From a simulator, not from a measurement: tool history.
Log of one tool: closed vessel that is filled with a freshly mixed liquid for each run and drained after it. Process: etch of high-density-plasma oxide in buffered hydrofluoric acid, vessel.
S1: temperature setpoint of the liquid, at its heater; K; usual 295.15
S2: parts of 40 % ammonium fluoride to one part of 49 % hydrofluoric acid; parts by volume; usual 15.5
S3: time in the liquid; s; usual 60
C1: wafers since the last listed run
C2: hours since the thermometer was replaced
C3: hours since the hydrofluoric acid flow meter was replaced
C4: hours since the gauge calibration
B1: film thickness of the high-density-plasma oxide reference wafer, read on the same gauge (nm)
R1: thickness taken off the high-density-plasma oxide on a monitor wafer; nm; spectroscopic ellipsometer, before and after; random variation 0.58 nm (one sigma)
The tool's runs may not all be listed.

{"run": 1, "day": 0.0, "S1": 295.15, "S2": 15.5, "S3": 60, "C1": 0, "C2": 163.7, "C3": 1137.2, "C4": 800.7, "B1": 99.98, "R1": 86.72}
{"run": 2, "day": 0.788, "S1": 295.15, "S2": 15.5, "S3": 60, "C1": 2403, "C2": 182.6, "C3": 1156.1, "C4": 819.6, "B1": 100.01, "R1": 88.39}
{"run": 3, "day": 1.775, "S1": 295.15, "S2": 11.0, "S3": 60, "C1": 3013, "C2": 206.3, "C3": 1179.8, "C4": 843.3, "B1": 100.04, "R1": 121.31}
{"day": 2.062, "done": "gauge calibrated"}
{"run": 4, "day": 3.025, "S1": 295.15, "S2": 11.0, "S3": 60, "C1": 3814, "C2": 236.3, "C3": 1209.8, "C4": 23.1, "B1": 100.06, "R1": 121.16}
{"run": 5, "day": 3.708, "S1": 295.15, "S2": 15.5, "S3": 60, "C1": 2085, "C2": 252.7, "C3": 1226.2, "C4": 39.5, "B1": 99.97, "R1": 88.06}
{"run": 6, "day": 5.121, "S1": 295.15, "S2": 15.5, "S3": 60, "C1": 4310, "C2": 286.6, "C3": 1260.1, "C4": 73.4, "B1": 99.99, "R1": 86.75}
{"run": 7, "day": 5.983, "S1": 295.15, "S2": 15.5, "S3": 60, "C1": 2632, "C2": 307.3, "C3": 1280.8, "C4": 94.1, "B1": 100.0, "R1": 86.77}
{"run": 8, "day": 6.946, "S1": 295.15, "S2": 15.5, "S3": 60, "C1": 2937, "C2": 330.4, "C3": 1303.9, "C4": 117.2, "B1": 99.97, "R1": 87.88}
{"run": 9, "day": 7.954, "S1": 295.15, "S2": 15.5, "S3": 60, "C1": 3077, "C2": 354.6, "C3": 1328.1, "C4": 141.4, "B1": 100.01, "R1": 87.98}
{"run": 10, "day": 8.971, "S1": 291.65, "S2": 21.5, "S3": 85, "C1": 3102, "C2": 379.0, "C3": 1352.5, "C4": 165.8, "B1": 100.02, "R1": 75.3}
{"run": 11, "day": 10.383, "S1": 295.15, "S2": 15.5, "S3": 30, "C1": 4310, "C2": 412.9, "C3": 1386.4, "C4": 199.7, "B1": 99.99, "R1": 44.43}
{"run": 12, "day": 11.454, "S1": 295.15, "S2": 15.5, "S3": 60, "C1": 3267, "C2": 438.6, "C3": 1412.1, "C4": 225.4, "B1": 100.0, "R1": 88.16}
{"run": 13, "day": 12.142, "S1": 295.15, "S2": 15.5, "S3": 60, "C1": 2097, "C2": 455.1, "C3": 1428.6, "C4": 241.9, "B1": 100.0, "R1": 88.46}
{"run": 14, "day": 12.996, "S1": 297.15, "S2": 15.5, "S3": 85, "C1": 2606, "C2": 475.6, "C3": 1449.1, "C4": 262.4, "B1": 99.99, "R1": 137.35}
{"run": 15, "day": 13.821, "S1": 295.15, "S2": 11.0, "S3": 60, "C1": 2517, "C2": 495.4, "C3": 1468.9, "C4": 282.2, "B1": 100.0, "R1": 122.22}
{"run": 16, "day": 15.162, "S1": 293.15, "S2": 13.5, "S3": 35, "C1": 4094, "C2": 527.6, "C3": 1501.1, "C4": 314.4, "B1": 99.98, "R1": 52.0}
{"run": 17, "day": 16.242, "S1": 295.15, "S2": 15.5, "S3": 60, "C1": 3293, "C2": 553.5, "C3": 1527.0, "C4": 340.3, "B1": 100.04, "R1": 88.05}
{"run": 18, "day": 17.612, "S1": 297.15, "S2": 13.5, "S3": 60, "C1": 4183, "C2": 586.4, "C3": 1559.9, "C4": 373.2, "B1": 100.03, "R1": 112.01}
{"day": 18.396, "done": "hydrofluoric acid flow meter replaced"}
{"run": 19, "day": 18.929, "S1": 295.15, "S2": 15.5, "S3": 60, "C1": 3890, "C2": 618.0, "C3": 12.8, "C4": 404.8, "B1": 100.06, "R1": 87.74}
{"run": 20, "day": 19.688, "S1": 292.65, "S2": 13.0, "S3": 95, "C1": 2314, "C2": 636.2, "C3": 31.0, "C4": 423.0, "B1": 100.0, "R1": 143.69}
{"day": 19.904, "done": "thermometer replaced"}
{"run": 21, "day": 20.862, "S1": 295.15, "S2": 15.5, "S3": 60, "C1": 3458, "C2": 23.0, "C3": 59.2, "C4": 451.2, "B1": 99.99, "R1": 87.9}
{"run": 22, "day": 24.446, "S1": 295.15, "S2": 20.5, "S3": 60, "C1": 10934, "C2": 109.0, "C3": 145.2, "C4": 537.2, "B1": 100.01, "R1": 66.13}
{"run": 23, "day": 25.525, "S1": 295.15, "S2": 11.0, "S3": 75, "C1": 3293, "C2": 134.9, "C3": 171.1, "C4": 563.1, "B1": 99.98, "R1": 151.13}
{"run": 24, "day": 26.538, "S1": 295.15, "S2": 10.0, "S3": 90, "C1": 3089, "C2": 159.2, "C3": 195.4, "C4": 587.4, "B1": 100.0, "R1": 202.55}
{"run": 25, "day": 27.521, "S1": 295.15, "S2": 12.5, "S3": 60, "C1": 3000, "C2": 182.8, "C3": 219.0, "C4": 611.0, "B1": 100.04, "R1": 108.76}
{"run": 26, "day": 28.412, "S1": 290.15, "S2": 15.5, "S3": 45, "C1": 2721, "C2": 204.2, "C3": 240.4, "C4": 632.4, "B1": 99.99, "R1": 49.06}
{"run": 27, "day": 28.975, "S1": 299.15, "S2": 18.5, "S3": 60, "C1": 1716, "C2": 217.7, "C3": 253.9, "C4": 645.9, "B1": 99.97, "R1": 92.18}
{"run": 28, "day": 29.754, "S1": 295.15, "S2": 15.5, "S3": 60, "C1": 2377, "C2": 236.4, "C3": 272.6, "C4": 664.6, "B1": 99.98, "R1": 87.76}
{"run": 29, "day": 30.304, "S1": 295.15, "S2": 12.5, "S3": 85, "C1": 1678, "C2": 249.6, "C3": 285.8, "C4": 677.8, "B1": 100.04, "R1": 154.5}
{"run": 30, "day": 31.317, "S1": 295.15, "S2": 20.0, "S3": 60, "C1": 3089, "C2": 273.9, "C3": 310.1, "C4": 702.1, "B1": 100.02, "R1": 68.3}
{"run": 31, "day": 32.258, "S1": 295.15, "S2": 12.5, "S3": 85, "C1": 2873, "C2": 296.5, "C3": 332.7, "C4": 724.7, "B1": 100.01, "R1": 154.26}

5 ways to go on from here, each from the tool as it stands after run 31. What would each give?
{"run": "A", "day": 32.288, "S1": 295.15, "S2": 15.5, "S3": 60, "C1": 89, "C2": 297.2, "C3": 333.4, "C4": 725.4, "B1": "?", "R1": "?"}
{"run": "B", "day": 32.288, "S1": 292.65, "S2": 18.0, "S3": 30, "C1": 89, "C2": 297.2, "C3": 333.4, "C4": 725.4, "B1": "?", "R1": "?"}
{"run": "C", "day": 32.288, "S1": 295.15, "S2": 11.0, "S3": 40, "C1": 89, "C2": 297.2, "C3": 333.4, "C4": 725.4, "B1": "?", "R1": "?"}
{"run": "D", "day": 32.288, "S1": 295.15, "S2": 15.5, "S3": 40, "C1": 89, "C2": 297.2, "C3": 333.4, "C4": 725.4, "B1": "?", "R1": "?"}
{"run": "E", "day": 32.288, "S1": 292.65, "S2": 17.5, "S3": 60, "C1": 89, "C2": 297.2, "C3": 333.4, "C4": 725.4, "B1": "?", "R1": "?"}

run=A B1=100.01 R1=88.31
run=B B1=100.01 R1=33.14
run=C B1=100.01 R1=82.38
run=D B1=100.01 R1=58.87
run=E B1=100.01 R1=68.15
Without the tool's hidden state the same runs would have given:
run=A R1=88.31
run=B R1=33.14
run=C R1=82.38
run=D R1=58.87
run=E R1=68.15

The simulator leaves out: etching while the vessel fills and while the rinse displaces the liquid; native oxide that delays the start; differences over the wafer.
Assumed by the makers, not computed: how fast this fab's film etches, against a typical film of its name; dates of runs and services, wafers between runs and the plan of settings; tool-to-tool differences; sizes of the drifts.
